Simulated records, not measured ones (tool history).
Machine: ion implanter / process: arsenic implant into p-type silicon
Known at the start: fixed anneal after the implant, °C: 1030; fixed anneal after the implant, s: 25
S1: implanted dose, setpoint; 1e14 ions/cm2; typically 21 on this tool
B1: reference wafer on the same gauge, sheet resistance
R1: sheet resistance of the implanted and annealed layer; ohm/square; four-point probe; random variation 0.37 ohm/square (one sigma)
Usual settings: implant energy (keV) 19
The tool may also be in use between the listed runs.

Run 1, hour 0: usual settings but S1 22.55 1e14 ions/cm2, implant energy (keV) 14; B1 84.84. Result: R1 94.91 ohm/square.
Run 2, hour 87.5: usual settings but S1 22.55 1e14 ions/cm2, implant energy (keV) 14; B1 84.83. Result: R1 94.73 ohm/square.
Run 3, hour 165.2: usual settings; B1 84.79. Result: R1 91.36 ohm/square.
Run 4, hour 268.8: usual settings; B1 84.84. Result: R1 91 ohm/square.
Run 5, hour 360.4: usual settings; B1 84.87. Result: R1 91.34 ohm/square.
Run 6, hour 425.7: usual settings but S1 23.75 1e14 ions/cm2, implant energy (keV) 16; B1 84.97. Result: R1 91.02 ohm/square.
Run 7, hour 500.8: usual settings but S1 23.75 1e14 ions/cm2, implant energy (keV) 16; B1 84.72. Result: R1 90.67 ohm/square.
Run 8, hour 781.7: usual settings but S1 23.75 1e14 ions/cm2, implant energy (keV) 16; B1 84.83. Result: R1 91.87 ohm/square.
Run 9, hour 861: usual settings but S1 23.38 1e14 ions/cm2; B1 84.76. Result: R1 88.63 ohm/square.
Run 10, hour 910.9: usual settings but implant energy (keV) 17; B1 84.75. Result: R1 92.98 ohm/square.
Run 11, hour 976.6: usual settings but implant energy (keV) 17; B1 84.79. Result: R1 92.93 ohm/square.
Run 12, hour 1014.3: usual settings but implant energy (keV) 17; B1 84.85. Result: R1 93.38 ohm/square.
Run 13, hour 1113.8: usual settings; B1 84.73. Result: R1 91.03 ohm/square.
Run 14, hour 1161.6: usual settings but S1 16.31 1e14 ions/cm2; B1 84.94. Result: R1 99.3 ohm/square.
Run 15, hour 1213.5: usual settings but S1 15.02 1e14 ions/cm2, implant energy (keV) 21.5; B1 84.83. Result: R1 100.3 ohm/square.
Run 16, hour 1288.1: usual settings; B1 84.86. Result: R1 91.64 ohm/square.
Run 17, hour 1358.5: usual settings but S1 25.48 1e14 ions/cm2, implant energy (keV) 14.5; B1 84.91. Result: R1 90.7 ohm/square.
Run 18, hour 1416.8: usual settings; B1 84.65. Result: R1 91.41 ohm/square.
Run 19, hour 1522.4: usual settings; B1 84.66. Result: R1 91.14 ohm/square.
Run 20, hour 1578.5: usual settings but S1 18.22 1e14 ions/cm2, implant energy (keV) 23; B1 84.88. Result: R1 91.73 ohm/square.
Run 21, hour 1684.4: usual settings but S1 26.87 1e14 ions/cm2, implant energy (keV) 14; B1 84.79. Result: R1 90.44 ohm/square.
Run 22, hour 1767.9: usual settings but S1 17.81 1e14 ions/cm2, implant energy (keV) 12.5; B1 84.82. Result: R1 102.31 ohm/square.
Run 23, hour 1805.6: usual settings but S1 23.52 1e14 ions/cm2; B1 84.81. Result: R1 88.55 ohm/square.
Run 24, hour 1890: usual settings but S1 24.71 1e14 ions/cm2, implant energy (keV) 22.5; B1 84.84. Result: R1 84.45 ohm/square.
Run 25, hour 2089.1: usual settings; B1 84.83. Result: R1 91.04 ohm/square.
Run 26, hour 2136.2: usual settings; B1 84.85. Result: R1 91.14 ohm/square.
Run 27, hour 2219.8: usual settings but S1 27 1e14 ions/cm2, implant energy (keV) 16; B1 84.69. Result: R1 88.59 ohm/square.
Run 28, hour 2267.2: usual settings but S1 15.04 1e14 ions/cm2, implant energy (keV) 16.5; B1 84.76. Result: R1 105.72 ohm/square.
Run 29, hour 2554.7: usual settings but S1 16.66 1e14 ions/cm2; B1 84.69. Result: R1 98.01 ohm/square.
Run 30, hour 2635.4: usual settings; B1 84.71. Result: R1 91.27 ohm/square.
Run 31, hour 2706: usual settings but S1 25.03 1e14 ions/cm2, implant energy (keV) 13.5; B1 84.72. Result: R1 93.32 ohm/square.
Run 32, hour 2790.6: usual settings but S1 24.33 1e14 ions/cm2, implant energy (keV) 13; B1 84.72. Result: R1 93.45 ohm/square.
Run 33, hour 2856.9: usual settings but S1 17.03 1e14 ions/cm2, implant energy (keV) 22.5; B1 84.66. Result: R1 95.08 ohm/square.
Run 34, hour 2902.9: usual settings but implant energy (keV) 25; B1 84.93. Result: R1 86.12 ohm/square.
Run 35, hour 2967.4: usual settings but implant energy (keV) 22; B1 84.71. Result: R1 88.34 ohm/square.
Run 36, hour 3094.1: usual settings but S1 23.75 1e14 ions/cm2, implant energy (keV) 16; B1 84.63. Result: R1 92.3 ohm/square.
Run 37, hour 3190.8: usual settings; B1 84.8. Result: R1 90.73 ohm/square.

Between the runs listed above, the log contained 3 entries, not reproduced here. Where in the sequence does each belong, and how does what the log doesn't record of the tool's condition differ from the listed run before to the listed run after?
After run 7, before run 8: extraction supply calibrated (hour 616.5)
  nothing in the hidden state changes from one run to the other
After run 12, before run 13: gauge calibrated (hour 1051.8); Faraday cup replaced and dose calibrated (hour 1101.5)
  nothing in the hidden state changes from one run to the other

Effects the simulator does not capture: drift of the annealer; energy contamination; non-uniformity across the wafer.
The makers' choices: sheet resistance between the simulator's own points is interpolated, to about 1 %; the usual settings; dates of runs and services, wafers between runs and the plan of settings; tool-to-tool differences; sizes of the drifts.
